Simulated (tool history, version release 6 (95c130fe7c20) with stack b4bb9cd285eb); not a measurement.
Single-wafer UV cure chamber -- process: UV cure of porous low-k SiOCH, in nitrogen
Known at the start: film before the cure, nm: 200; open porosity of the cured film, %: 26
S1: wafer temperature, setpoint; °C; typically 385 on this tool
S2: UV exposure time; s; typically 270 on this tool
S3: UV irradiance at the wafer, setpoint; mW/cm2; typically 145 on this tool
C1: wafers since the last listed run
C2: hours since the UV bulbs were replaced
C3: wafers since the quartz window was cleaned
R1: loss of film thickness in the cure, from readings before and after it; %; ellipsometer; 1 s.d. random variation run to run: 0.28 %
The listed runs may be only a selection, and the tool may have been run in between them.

run,hour,S1,S2,S3,C1,C2,C3,R1
1,0.0,385,270,145,0,901.7,3754,16.560
2,28.1,385,270,145,108,929.8,3863,16.769
3,52.0,385,270,145,92,953.7,3956,16.064
4,76.0,385,270,145,93,977.7,4049,17.049
5,103.0,385,270,145,104,1004.7,4154,16.121
6,138.7,385,270,145,138,1040.4,4292,16.503
7,168.7,385,305,145,116,1070.4,4409,17.386
8,189.2,385,270,167,79,1090.9,4488,17.419
9,202.8,385,175,173,52,1104.5,4541,15.220
# hour 229.4: UV bulbs replaced
# hour 232.3: quartz window cleaned
10,232.8,385,170,145,74,3.4,2,14.015
11,256.1,385,270,145,90,26.7,92,16.814
12,279.5,397,270,145,90,50.1,183,16.614
13,303.3,390,270,127,92,73.9,275,16.359
14,335.9,385,270,174,126,106.5,401,16.980
15,352.3,385,360,145,63,122.9,465,18.207
16,367.3,375,320,145,58,137.9,523,17.026
17,393.7,372,345,145,102,164.3,626,17.535
18,412.2,385,230,145,71,182.8,697,15.926
19,496.8,385,270,145,328,267.4,1026,16.587

List, for all runs, the conditions of the tool that the log does not record:
lamp output below its setpoint, %: 0 in every run
transmission lost against a clean window, %: 0 in every run

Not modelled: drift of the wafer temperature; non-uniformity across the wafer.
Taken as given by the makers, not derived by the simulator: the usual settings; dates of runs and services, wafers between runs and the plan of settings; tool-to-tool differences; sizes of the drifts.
